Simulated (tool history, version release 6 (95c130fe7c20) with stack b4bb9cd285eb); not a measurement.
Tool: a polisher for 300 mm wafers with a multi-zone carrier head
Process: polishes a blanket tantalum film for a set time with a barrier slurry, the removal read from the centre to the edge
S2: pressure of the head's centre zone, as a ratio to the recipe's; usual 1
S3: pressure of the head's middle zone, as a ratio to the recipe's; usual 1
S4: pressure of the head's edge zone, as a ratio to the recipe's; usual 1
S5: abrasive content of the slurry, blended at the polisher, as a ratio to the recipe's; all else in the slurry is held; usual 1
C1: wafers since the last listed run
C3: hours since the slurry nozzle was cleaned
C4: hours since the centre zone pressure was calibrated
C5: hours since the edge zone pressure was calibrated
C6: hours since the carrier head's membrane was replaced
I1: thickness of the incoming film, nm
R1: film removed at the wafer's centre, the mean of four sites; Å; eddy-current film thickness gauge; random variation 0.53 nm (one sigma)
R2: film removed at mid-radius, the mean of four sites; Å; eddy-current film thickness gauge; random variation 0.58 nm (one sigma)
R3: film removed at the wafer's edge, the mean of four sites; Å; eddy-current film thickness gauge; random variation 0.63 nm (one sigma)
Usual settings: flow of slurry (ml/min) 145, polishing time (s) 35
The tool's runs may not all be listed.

Run 1, hour 0: usual settings; C1 0; wafers polished on this pad 756; C3 261.3; C4 67.7; C5 664.3; C6 182.2; I1 431.1. Result: R1 444 Å, R2 455 Å, R3 444 Å.
Run 2, hour 86.9: usual settings; C1 1707; wafers polished on this pad 2464; C3 348.2; C4 154.6; C5 751.2; C6 269.1; I1 426.2. Result: R1 439 Å, R2 444 Å, R3 426 Å.
At hour 121.5: edge zone pressure recalibrated.
Run 3, hour 143.6: usual settings; C1 1075; wafers polished on this pad 3539; C3 404.9; C4 211.3; C5 22.1; C6 325.8; I1 432.7. Result: R1 422 Å, R2 446 Å, R3 418 Å.
At hour 207.7: worn pad replaced by a new one.
Run 4, hour 208.2: usual settings but S3 0.92; C1 1191; wafers polished on this pad 10; C3 469.5; C4 275.9; C5 86.7; C6 390.4; I1 436.4. Result: R1 441 Å, R2 443 Å, R3 431 Å.
Run 5, hour 283.1: usual settings but S3 0.92; C1 1472; wafers polished on this pad 1482; C3 544.4; C4 350.8; C5 161.6; C6 465.3; I1 422.1. Result: R1 444 Å, R2 437 Å, R3 425 Å.
At hour 311.1: centre zone pressure recalibrated.
Run 6, hour 322.3: usual settings but S4 0.92, polishing time (s) 32; C1 731; wafers polished on this pad 2213; C3 583.6; C4 11.2; C5 200.8; C6 504.5; I1 428.6. Result: R1 400 Å, R2 408 Å, R3 376 Å.
At hour 369.8: slurry nozzle cleaned.
Run 7, hour 413.3: usual settings but S4 0.92, polishing time (s) 32; C1 1768; wafers polished on this pad 3982; C3 43.5; C4 102.2; C5 291.8; C6 595.5; I1 428.9. Result: R1 380 Å, R2 399 Å, R3 357 Å.
At hour 449.7: worn pad replaced by a new one.
Run 8, hour 489.4: usual settings but S4 0.92, polishing time (s) 32; C1 1417; wafers polished on this pad 780; C3 119.6; C4 178.3; C5 367.9; C6 671.6; I1 434.2. Result: R1 410 Å, R2 415 Å, R3 381 Å.
Run 9, hour 584.3: usual settings but flow of slurry (ml/min) 195, S2 0.95, S3 0.95, polishing time (s) 46; C1 1865; wafers polished on this pad 2645; C3 214.5; C4 273.2; C5 462.8; C6 766.5; I1 427.9. Result: R1 586 Å, R2 616 Å, R3 573 Å.
Run 10, hour 645.8: usual settings but S2 1.05, polishing time (s) 32; C1 1208; wafers polished on this pad 3854; C3 276; C4 334.7; C5 524.3; C6 828; I1 431.1. Result: R1 406 Å, R2 394 Å, R3 387 Å.
At hour 655.3: carrier head's membrane replaced by a new one.
At hour 667.7: centre zone pressure recalibrated.
At hour 692.9: worn pad replaced by a new one.
At hour 755.2: edge zone pressure recalibrated.
Run 11, hour 875.7: usual settings; C1 4262; wafers polished on this pad 3552; C3 505.9; C4 208; C5 120.5; C6 220.4; I1 430.6. Result: R1 425 Å, R2 439 Å, R3 413 Å.
Run 12, hour 952.1: usual settings but S3 1.1; C1 1501; wafers polished on this pad 5054; C3 582.3; C4 284.4; C5 196.9; C6 296.8; I1 429. Result: R1 403 Å, R2 433 Å, R3 395 Å.
At hour 997.2: worn pad replaced by a new one.
Run 13, hour 1018.3: usual settings but S2 1.12; C1 1222; wafers polished on this pad 414; C3 648.5; C4 350.6; C5 263.1; C6 363; I1 429.7. Result: R1 501 Å, R2 462 Å, R3 431 Å.
At hour 1035: slurry nozzle cleaned.
At hour 1051.5: centre zone pressure recalibrated.
Run 14, hour 1074.8: usual settings but S4 0.92, polishing time (s) 32; C1 1051; wafers polished on this pad 1465; C3 39.8; C4 23.3; C5 319.6; C6 419.5; I1 428.6. Result: R1 408 Å, R2 420 Å, R3 379 Å.
Run 15, hour 1161.6: usual settings but S2 1.05, S3 0.93; C1 1705; wafers polished on this pad 3171; C3 126.6; C4 110.1; C5 406.4; C6 506.3; I1 427.2. Result: R1 450 Å, R2 423 Å, R3 409 Å.
Run 16, hour 1262.2: usual settings; C1 1977; wafers polished on this pad 5148; C3 227.2; C4 210.7; C5 507; C6 606.9; I1 425.8. Result: R1 401 Å, R2 412 Å, R3 386 Å.
At hour 1305: worn pad replaced by a new one.
Run 17, hour 1403.9: usual settings but S2 1.11; C1 2706; wafers polished on this pad 1943; C3 368.9; C4 352.4; C5 648.7; C6 748.6; I1 423.7. Result: R1 505 Å, R2 455 Å, R3 429 Å.

Forecast each of these 4 alternatives for the next run:
Run A, hour 1404.3: usual settings but S2 1.08; C1 7; wafers polished on this pad 1951; C3 369.3; C4 352.8; C5 649.1; C6 749; I1 428.2. Result: R1 ?, R2 ?, R3 ?.
Run B, hour 1404.3: usual settings but flow of slurry (ml/min) 195, S4 0.91, polishing time (s) 46; C1 7; wafers polished on this pad 1951; C3 369.3; C4 352.8; C5 649.1; C6 749; I1 428.2. Result: R1 ?, R2 ?, R3 ?.
Run C, hour 1404.3: usual settings but flow of slurry (ml/min) 160, S2 0.92, S3 1.05, polishing time (s) 31; C1 7; wafers polished on this pad 1951; C3 369.3; C4 352.8; C5 649.1; C6 749; I1 428.2. Result: R1 ?, R2 ?, R3 ?.
Run D, hour 1404.3: usual settings but S4 1.09, S5 0.75, polishing time (s) 45; C1 7; wafers polished on this pad 1951; C3 369.3; C4 352.8; C5 649.1; C6 749; I1 428.2. Result: R1 ?, R2 ?, R3 ?.

run   R1   R2   R3
  A  485  455  431
  B  623  627  563
  C  373  420  386
  D  514  521  513
Without the tool's hidden state the same runs would have given:
run   R1   R2   R3
  A  493  462  438
  B  633  637  572
  C  379  427  392
  D  522  529  521
